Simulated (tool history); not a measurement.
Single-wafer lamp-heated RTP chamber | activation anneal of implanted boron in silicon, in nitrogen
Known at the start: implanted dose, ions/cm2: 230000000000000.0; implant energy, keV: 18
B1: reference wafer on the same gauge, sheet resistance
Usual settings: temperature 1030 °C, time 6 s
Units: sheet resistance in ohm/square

{"run": 1, "day": 0.0, "temperature": 1030, "time": 6, "B1": 352.14, "sheet resistance": 423.13}
{"run": 2, "day": 0.454, "temperature": 1030, "time": 6, "B1": 352.06, "sheet resistance": 423.13}
{"run": 3, "day": 0.771, "temperature": 1030, "time": 6, "B1": 352.32, "sheet resistance": 423.98}
{"run": 4, "day": 1.383, "temperature": 1030, "time": 6, "B1": 352.7, "sheet resistance": 423.76}
{"run": 5, "day": 1.762, "temperature": 1030, "time": 6, "B1": 352.86, "sheet resistance": 424.34}
{"run": 6, "day": 2.333, "temperature": 1030, "time": 4, "B1": 353.23, "sheet resistance": 425.68}
{"run": 7, "day": 2.683, "temperature": 1030, "time": 4, "B1": 353.04, "sheet resistance": 424.78}
{"run": 8, "day": 3.033, "temperature": 1030, "time": 6, "B1": 353.24, "sheet resistance": 425.43}
{"run": 9, "day": 3.588, "temperature": 1044, "time": 5, "B1": 353.5, "sheet resistance": 425.52}
{"day": 3.733, "done": "gauge calibrated"}
{"run": 10, "day": 3.988, "temperature": 1044, "time": 5, "B1": 351.45, "sheet resistance": 422.54}
{"day": 4.592, "done": "reflector plate cleaned"}
{"run": 11, "day": 4.696, "temperature": 1030, "time": 6, "B1": 351.38, "sheet resistance": 421.43}
{"run": 12, "day": 5.312, "temperature": 1030, "time": 6, "B1": 351.63, "sheet resistance": 423.52}
{"run": 13, "day": 5.6, "temperature": 1002, "time": 8, "B1": 351.69, "sheet resistance": 428.1}
{"run": 14, "day": 5.879, "temperature": 1003, "time": 3, "B1": 351.43, "sheet resistance": 430.55}
{"run": 15, "day": 6.392, "temperature": 1030, "time": 6, "B1": 351.66, "sheet resistance": 423.8}
{"run": 16, "day": 6.967, "temperature": 1049, "time": 4, "B1": 351.6, "sheet resistance": 421.12}
{"run": 17, "day": 7.379, "temperature": 1030, "time": 6, "B1": 351.92, "sheet resistance": 422.21}
{"day": 7.992, "done": "pyrometer window cleaned and pyrometer calibrated"}
{"run": 18, "day": 8.012, "temperature": 1050, "time": 6, "B1": 351.88, "sheet resistance": 421.43}
{"run": 19, "day": 8.45, "temperature": 1059, "time": 5, "B1": 351.88, "sheet resistance": 421.47}
{"run": 20, "day": 9.129, "temperature": 1030, "time": 5, "B1": 352.2, "sheet resistance": 423.55}
{"run": 21, "day": 9.838, "temperature": 1012, "time": 9, "B1": 352.38, "sheet resistance": 425.9}
{"run": 22, "day": 10.733, "temperature": 1030, "time": 8, "B1": 352.53, "sheet resistance": 423.2}
{"run": 23, "day": 11.258, "temperature": 1042, "time": 3, "B1": 352.94, "sheet resistance": 423.42}
{"run": 24, "day": 11.933, "temperature": 1016, "time": 5, "B1": 353.03, "sheet resistance": 426.83}
{"run": 25, "day": 12.25, "temperature": 1030, "time": 6, "B1": 353.35, "sheet resistance": 425.75}

Forecast each of these 4 alternatives for the next run:
{"run": "A", "day": 12.267, "temperature": 1000, "time": 6, "B1": "?", "sheet resistance": "?"}
{"run": "B", "day": 12.267, "temperature": 1044, "time": 6, "B1": "?", "sheet resistance": "?"}
{"run": "C", "day": 12.267, "temperature": 1041, "time": 4, "B1": "?", "sheet resistance": "?"}
{"run": "D", "day": 12.267, "temperature": 1002, "time": 9, "B1": "?", "sheet resistance": "?"}

run=A B1=353.35 sheet_resistance=432.80
run=B B1=353.35 sheet_resistance=423.96
run=C B1=353.35 sheet_resistance=424.61
run=D B1=353.35 sheet_resistance=430.16
Without the tool's hidden state the same runs would have given:
run=A sheet_resistance=430.08
run=B sheet_resistance=421.30
run=C sheet_resistance=421.95
run=D sheet_resistance=427.46
